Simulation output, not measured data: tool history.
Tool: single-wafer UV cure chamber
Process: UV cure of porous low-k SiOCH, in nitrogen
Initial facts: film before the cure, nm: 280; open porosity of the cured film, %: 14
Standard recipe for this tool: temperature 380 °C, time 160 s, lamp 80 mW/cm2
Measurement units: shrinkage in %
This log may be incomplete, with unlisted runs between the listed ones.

{"run": 1, "day": 0.0, "temperature": 380, "time": 160, "lamp": 80, "shrinkage": 6.536}
{"run": 2, "day": 1.292, "temperature": 380, "time": 160, "lamp": 80, "shrinkage": 6.605}
{"run": 3, "day": 2.696, "temperature": 380, "time": 160, "lamp": 80, "shrinkage": 6.701}
{"run": 4, "day": 4.008, "temperature": 380, "time": 160, "lamp": 80, "shrinkage": 6.616}
{"day": 5.388, "done": "quartz window cleaned"}
{"run": 5, "day": 5.417, "temperature": 380, "time": 160, "lamp": 80, "shrinkage": 6.54}
{"run": 6, "day": 9.833, "temperature": 380, "time": 105, "lamp": 80, "shrinkage": 5.215}
{"day": 10.188, "done": "quartz window cleaned"}
{"run": 7, "day": 10.5, "temperature": 380, "time": 105, "lamp": 80, "shrinkage": 5.174}
{"run": 8, "day": 11.238, "temperature": 380, "time": 160, "lamp": 80, "shrinkage": 6.502}
{"run": 9, "day": 12.479, "temperature": 380, "time": 160, "lamp": 80, "shrinkage": 6.65}
{"run": 10, "day": 13.688, "temperature": 380, "time": 160, "lamp": 80, "shrinkage": 6.58}
{"day": 14.646, "done": "UV bulbs replaced"}
{"day": 14.792, "done": "quartz window cleaned"}
{"run": 11, "day": 14.812, "temperature": 388, "time": 160, "lamp": 80, "shrinkage": 5.72}
{"run": 12, "day": 16.038, "temperature": 388, "time": 160, "lamp": 80, "shrinkage": 5.837}
{"run": 13, "day": 17.246, "temperature": 380, "time": 160, "lamp": 70, "shrinkage": 5.121}
{"run": 14, "day": 18.608, "temperature": 388, "time": 230, "lamp": 45, "shrinkage": 4.926}
{"day": 19.571, "done": "quartz window cleaned"}
{"run": 15, "day": 19.592, "temperature": 380, "time": 160, "lamp": 80, "shrinkage": 5.465}
{"day": 20.046, "done": "UV bulbs replaced, repeated, since the last time left the tool worse"}
{"run": 16, "day": 20.067, "temperature": 388, "time": 160, "lamp": 97, "shrinkage": 8.553}
{"run": 17, "day": 20.65, "temperature": 380, "time": 160, "lamp": 80, "shrinkage": 7.353}
{"run": 18, "day": 21.375, "temperature": 380, "time": 160, "lamp": 114, "shrinkage": 8.863}
{"run": 19, "day": 22.525, "temperature": 380, "time": 160, "lamp": 91, "shrinkage": 7.943}
{"run": 20, "day": 23.446, "temperature": 386, "time": 130, "lamp": 47, "shrinkage": 4.846}
{"day": 24.662, "done": "quartz window cleaned"}
{"run": 21, "day": 24.683, "temperature": 380, "time": 235, "lamp": 106, "shrinkage": 9.917}
{"run": 22, "day": 25.325, "temperature": 380, "time": 160, "lamp": 111, "shrinkage": 8.563}

Per-run results on a tool with no hidden state, each run keeping its own random variation:
What the log doesn't record here: lamp output below its setpoint, %; transmission lost against a clean window, %.
run=1 shrinkage=7.497
run=2 shrinkage=7.581
run=3 shrinkage=7.696
run=4 shrinkage=7.603
run=5 shrinkage=7.52
run=6 shrinkage=6.149
run=7 shrinkage=6.102
run=8 shrinkage=7.493
run=9 shrinkage=7.667
run=10 shrinkage=7.589
run=11 shrinkage=7.625
run=12 shrinkage=7.862
run=13 shrinkage=7.1
run=14 shrinkage=6.951
run=15 shrinkage=7.607
run=16 shrinkage=8.62
run=17 shrinkage=7.434
run=18 shrinkage=8.975
run=19 shrinkage=8.087
run=20 shrinkage=4.989
run=21 shrinkage=10.141
run=22 shrinkage=8.795
